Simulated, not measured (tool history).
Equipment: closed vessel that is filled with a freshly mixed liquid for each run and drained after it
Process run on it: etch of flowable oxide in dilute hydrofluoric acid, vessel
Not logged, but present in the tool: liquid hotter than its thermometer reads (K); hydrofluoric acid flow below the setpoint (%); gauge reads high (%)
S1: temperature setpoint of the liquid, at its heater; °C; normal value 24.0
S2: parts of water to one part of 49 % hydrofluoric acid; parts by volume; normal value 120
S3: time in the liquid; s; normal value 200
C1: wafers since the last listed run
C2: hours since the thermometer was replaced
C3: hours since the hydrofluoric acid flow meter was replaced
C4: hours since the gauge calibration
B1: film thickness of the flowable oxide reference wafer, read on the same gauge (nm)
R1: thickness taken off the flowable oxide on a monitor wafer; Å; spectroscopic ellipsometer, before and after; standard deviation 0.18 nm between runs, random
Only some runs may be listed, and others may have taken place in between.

run	day	S1	S2	S3	C1	C2	C3	C4	B1	R1
1	0.000	24.0	95	140	0	1183.2	1982.8	429.4	60.00	278.0
2	0.392	21.0	145	200	1187	1192.6	1992.2	438.8	60.00	219.3
# day 0.942: thermometer replaced
3	1.108	21.0	145	200	2047	4.0	2009.4	456.0	59.99	218.7
4	1.633	21.0	145	200	1592	16.6	2022.0	468.6	60.01	218.2
5	2.288	24.0	120	120	1983	32.3	2037.7	484.3	60.00	184.2
6	2.542	24.0	120	200	770	38.4	2043.8	490.4	60.00	304.2
7	3.008	25.5	120	130	1415	49.6	2055.0	501.6	59.99	210.8
8	3.333	24.0	120	160	985	57.4	2062.8	509.4	59.98	242.4
9	3.633	24.0	120	160	909	64.6	2070.0	516.6	60.00	243.2
10	4.104	24.0	120	200	1427	75.9	2081.3	527.9	60.00	304.0
11	4.688	24.0	140	200	1769	89.9	2095.3	541.9	59.97	252.9
12	5.271	24.0	120	170	1769	103.9	2109.3	555.9	60.00	256.5
13	5.758	20.5	75	200	1478	115.6	2121.0	567.6	60.00	445.8
14	6.488	24.0	120	200	2211	133.1	2138.5	585.1	60.00	304.4
15	7.108	27.0	170	305	1882	148.0	2153.4	600.0	59.99	344.4
16	7.492	19.5	65	255	1162	157.2	2162.6	609.2	60.00	639.6
# day 7.750: gauge calibrated
17	8.204	24.0	120	200	2160	174.3	2179.7	10.9	60.00	301.2

Run 18 is up next; what results do you expect?
18	8.875	19.5	140	200	2034	190.4	2195.8	27.0	?	?

{"run 18": {"B1": 59.99, "R1": 211.4}}
Were there no unlogged condition in the tool, this run, its random variation unchanged, would have produced R1 249.2 Å.

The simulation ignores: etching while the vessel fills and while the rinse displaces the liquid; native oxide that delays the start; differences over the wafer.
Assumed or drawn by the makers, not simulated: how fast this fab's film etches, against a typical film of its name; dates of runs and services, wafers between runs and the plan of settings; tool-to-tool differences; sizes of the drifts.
